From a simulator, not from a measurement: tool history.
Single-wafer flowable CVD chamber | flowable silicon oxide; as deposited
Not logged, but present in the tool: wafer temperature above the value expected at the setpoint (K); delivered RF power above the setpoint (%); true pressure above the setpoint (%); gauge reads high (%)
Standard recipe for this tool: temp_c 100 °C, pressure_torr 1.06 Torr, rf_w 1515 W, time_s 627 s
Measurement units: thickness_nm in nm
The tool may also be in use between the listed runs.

| run | hour | temp_c | pressure_torr | rf_w | time_s | wafers since the last listed run | hours since the last thermocouple change | hours since the last RF generator calibration | hours since the last manometer calibration | hours since the showerhead was replaced | hours since the gauge calibration | read-back reference wafer on the same gauge, thickness_nm | thickness_nm |
|---|---|---|---|---|---|---|---|---|---|---|---|---|---|
| 1 | 0 | 100 | 1.06 | 1515 | 721 | 0 | 1573.9 | 99.9 | 2486.1 | 5240.6 | 525.1 | 594.974 | 641.985 |
| 2 | 50.1 | 100 | 1.06 | 1515 | 627 | 172 | 1624 | 150 | 2536.2 | 5290.7 | 575.2 | 594.364 | 556.193 |
| 3 | 93.6 | 100 | 1.06 | 1515 | 627 | 149 | 1667.5 | 193.5 | 2579.7 | 5334.2 | 618.7 | 594.849 | 556.673 |
| 4 | 145.9 | 100 | 1.06 | 1515 | 627 | 180 | 1719.8 | 245.8 | 2632 | 5386.5 | 671 | 595.051 | 555.805 |
| 5 | 192.2 | 100 | 1.06 | 1515 | 627 | 159 | 1766.1 | 292.1 | 2678.3 | 5432.8 | 717.3 | 595.254 | 564.218 |
| 6 | 245.7 | 100 | 1.06 | 1515 | 627 | 184 | 1819.6 | 345.6 | 2731.8 | 5486.3 | 770.8 | 595.496 | 560.722 |
| 7 | 289.8 | 100 | 1.06 | 1515 | 627 | 151 | 1863.7 | 389.7 | 2775.9 | 5530.4 | 814.9 | 595.144 | 563.64 |
| 8 | 338.6 | 100 | 1.06 | 1515 | 627 | 168 | 1912.5 | 438.5 | 2824.7 | 5579.2 | 863.7 | 595.259 | 561.695 |
| 9 | 404.3 | 100 | 1.06 | 1515 | 627 | 226 | 1978.2 | 504.2 | 2890.4 | 5644.9 | 929.4 | 594.965 | 564.407 |
| 10 | 430.7 | 100 | 1.06 | 1515 | 715 | 90 | 2004.6 | 530.6 | 2916.8 | 5671.3 | 955.8 | 595.376 | 640.5 |
|  | 443.1 | capacitance manometer re-zeroed and calibrated |
| 11 | 489.9 | 100 | 1.06 | 1515 | 627 | 176 | 2063.8 | 589.8 | 46.8 | 5730.5 | 1015 | 594.141 | 570.65 |
| 12 | 552.8 | 100 | 1.06 | 1515 | 627 | 216 | 2126.7 | 652.7 | 109.7 | 5793.4 | 1077.9 | 594.211 | 570.095 |
| 13 | 586.2 | 100 | 1.06 | 1515 | 627 | 114 | 2160.1 | 686.1 | 143.1 | 5826.8 | 1111.3 | 594.934 | 571.19 |
| 14 | 632.3 | 100 | 1.06 | 1515 | 627 | 158 | 2206.2 | 732.2 | 189.2 | 5872.9 | 1157.4 | 595.596 | 565.766 |
| 15 | 684.3 | 107 | 1.06 | 1515 | 706 | 179 | 2258.2 | 784.2 | 241.2 | 5924.9 | 1209.4 | 595.644 | 501.606 |
|  | 711.4 | thermocouple changed; heater temperature recalibrated |
| 16 | 734.3 | 106 | 0.95 | 1245 | 627 | 144 | 22.9 | 834.2 | 291.2 | 5974.9 | 1259.4 | 595.289 | 417.953 |
| 17 | 759.3 | 100 | 1.06 | 1515 | 627 | 86 | 47.9 | 859.2 | 316.2 | 5999.9 | 1284.4 | 596.152 | 607.346 |
|  | 762.4 | gauge calibrated |
| 18 | 819.7 | 85 | 0.85 | 1245 | 710 | 207 | 108.3 | 919.6 | 376.6 | 6060.3 | 57.3 | 595.395 | 855.592 |
|  | 890 | thermocouple changed; heater temperature recalibrated, repeated, since the last time left the tool worse |
| 19 | 890.5 | 107 | 1.06 | 1515 | 627 | 216 | 0.5 | 990.4 | 447.4 | 6131.1 | 128.1 | 595.025 | 414.56 |
|  | 953.6 | RF generator calibrated |
| 20 | 958.1 | 100 | 1.06 | 1320 | 627 | 205 | 68.1 | 4.5 | 515 | 6198.7 | 195.7 | 595.084 | 512.928 |
| 21 | 1002.9 | 100 | 1.17 | 1640 | 627 | 154 | 112.9 | 49.3 | 559.8 | 6243.5 | 240.5 | 594.921 | 595.652 |
|  | 1046 | showerhead replaced |
| 22 | 1046.5 | 100 | 1.06 | 1515 | 627 | 122 | 156.5 | 92.9 | 603.4 | 0.5 | 284.1 | 595.139 | 532.393 |
| 23 | 1069.5 | 100 | 1.06 | 1515 | 569 | 79 | 179.5 | 115.9 | 626.4 | 23.5 | 307.1 | 594.654 | 484.954 |
| 24 | 1112.5 | 93 | 1.13 | 1430 | 537 | 148 | 222.5 | 158.9 | 669.4 | 66.5 | 350.1 | 594.702 | 616.982 |
| 25 | 1180.1 | 111 | 1.06 | 1515 | 580 | 232 | 290.1 | 226.5 | 737 | 134.1 | 417.7 | 595.123 | 336.1 |
| 26 | 1247.6 | 100 | 1.06 | 1515 | 627 | 232 | 357.6 | 294 | 804.5 | 201.6 | 485.2 | 595.359 | 534.621 |
| 27 | 1295.4 | 94 | 1.23 | 1320 | 516 | 164 | 405.4 | 341.8 | 852.3 | 249.4 | 533 | 594.774 | 615.933 |
| 28 | 1359.8 | 92 | 0.88 | 1515 | 568 | 221 | 469.8 | 406.2 | 916.7 | 313.8 | 597.4 | 594.978 | 533.63 |

Selected run-to-run steps in thickness_nm, each split into two signed amounts: the part the tool would show with no hidden state at all (from settings, incoming material and random variation), and the remainder, which goes to the hidden state together with any gauge scatter not common to the measured and the hidden-state-free results:
Run 17 -> 18: temp_c 100 -> 85, pressure_torr 1.06 -> 0.85, rf_w 1515 -> 1245, time_s 627 -> 710, gauge calibrated. thickness_nm +248.246 nm: hidden state +25.55, all else +222.696.
Run 18 -> 19: temp_c 85 -> 107, pressure_torr 0.85 -> 1.06, rf_w 1245 -> 1515, time_s 710 -> 627, thermocouple changed; heater temperature recalibrated, repeated, since the last time left the tool worse. thickness_nm -441.032 nm: hidden state -102.487, all else -338.545.
Run 24 -> 25: temp_c 93 -> 111, pressure_torr 1.13 -> 1.06, rf_w 1430 -> 1515, time_s 537 -> 580. thickness_nm -280.882 nm: hidden state -3.365, all else -277.517.
